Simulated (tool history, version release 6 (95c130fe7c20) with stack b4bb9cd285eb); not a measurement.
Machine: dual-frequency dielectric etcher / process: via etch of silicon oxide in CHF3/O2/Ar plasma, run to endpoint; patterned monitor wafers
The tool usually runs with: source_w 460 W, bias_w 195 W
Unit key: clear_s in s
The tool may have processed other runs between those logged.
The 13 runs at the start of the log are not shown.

run,hour,source_w,bias_w,wafers since the last listed run,hours since the last wet clean,hours since the last source power generator calibration,hours since the last bias power generator calibration,hours since the last upper electrode change,"incoming incoming film thickness, nm",clear_s
14,159.2,380,231,39,407.2,19.4,1715.6,3260.5,643.5,373.4
# hour 192.0: wet clean of the chamber
15,192.5,460,195,51,0.5,52.7,1748.9,3293.8,635.9,346.4
16,192.9,400,231,2,0.9,53.1,1749.3,3294.2,640.3,357.0
17,199.5,500,230,36,7.5,59.7,1755.9,3300.8,641.1,322.1
18,214.9,460,195,85,22.9,75.1,1771.3,3316.2,641.9,351.0
19,222.5,370,195,42,30.5,82.7,1778.9,3323.8,642.9,385.7
20,239.3,390,172,92,47.3,99.5,1795.7,3340.6,645.9,393.0
# hour 254.1: bias power generator calibrated
21,254.6,350,195,62,62.6,114.8,0.5,3355.9,644.3,399.2
# hour 283.2: upper electrode replaced
22,283.7,580,221,28,91.7,143.9,29.6,0.5,639.2,306.0
23,284.1,500,195,2,92.1,144.3,30.0,0.9,645.7,340.3
24,291.6,460,195,41,99.6,151.8,37.5,8.4,642.9,355.6
25,299.7,370,243,44,107.7,159.9,45.6,16.5,641.5,367.4
26,308.7,520,237,49,116.7,168.9,54.6,25.5,634.0,311.7
27,318.0,370,242,51,126.0,178.2,63.9,34.8,635.2,362.0
28,325.3,340,234,40,133.3,185.5,71.2,42.1,640.7,384.8
29,344.2,460,195,104,152.2,204.4,90.1,61.0,642.0,353.6
30,358.9,570,214,81,166.9,219.1,104.8,75.7,646.0,315.4
31,368.9,460,182,55,176.9,229.1,114.8,85.7,640.4,361.3
32,375.6,500,212,37,183.6,235.8,121.5,92.4,638.6,329.2
33,386.5,460,195,60,194.5,246.7,132.4,103.3,635.4,348.0
34,399.2,500,209,70,207.2,259.4,145.1,116.0,640.7,334.9
35,416.2,540,195,94,224.2,276.4,162.1,133.0,635.7,327.1

4 options for the next run, each taken on its own from the tool as it stands now. Forecast them:
A,416.7,460,195,2,224.7,276.9,162.6,133.5,637.6,?
B,416.7,560,195,2,224.7,276.9,162.6,133.5,637.6,?
C,416.7,420,163,2,224.7,276.9,162.6,133.5,637.6,?
D,416.7,350,224,2,224.7,276.9,162.6,133.5,637.6,?

run,clear_s
A,355.1
B,325.9
C,387.9
D,386.1
Without the tool's hidden state the same runs would have given:
run,clear_s
A,350.8
B,321.9
C,383.1
D,381.5

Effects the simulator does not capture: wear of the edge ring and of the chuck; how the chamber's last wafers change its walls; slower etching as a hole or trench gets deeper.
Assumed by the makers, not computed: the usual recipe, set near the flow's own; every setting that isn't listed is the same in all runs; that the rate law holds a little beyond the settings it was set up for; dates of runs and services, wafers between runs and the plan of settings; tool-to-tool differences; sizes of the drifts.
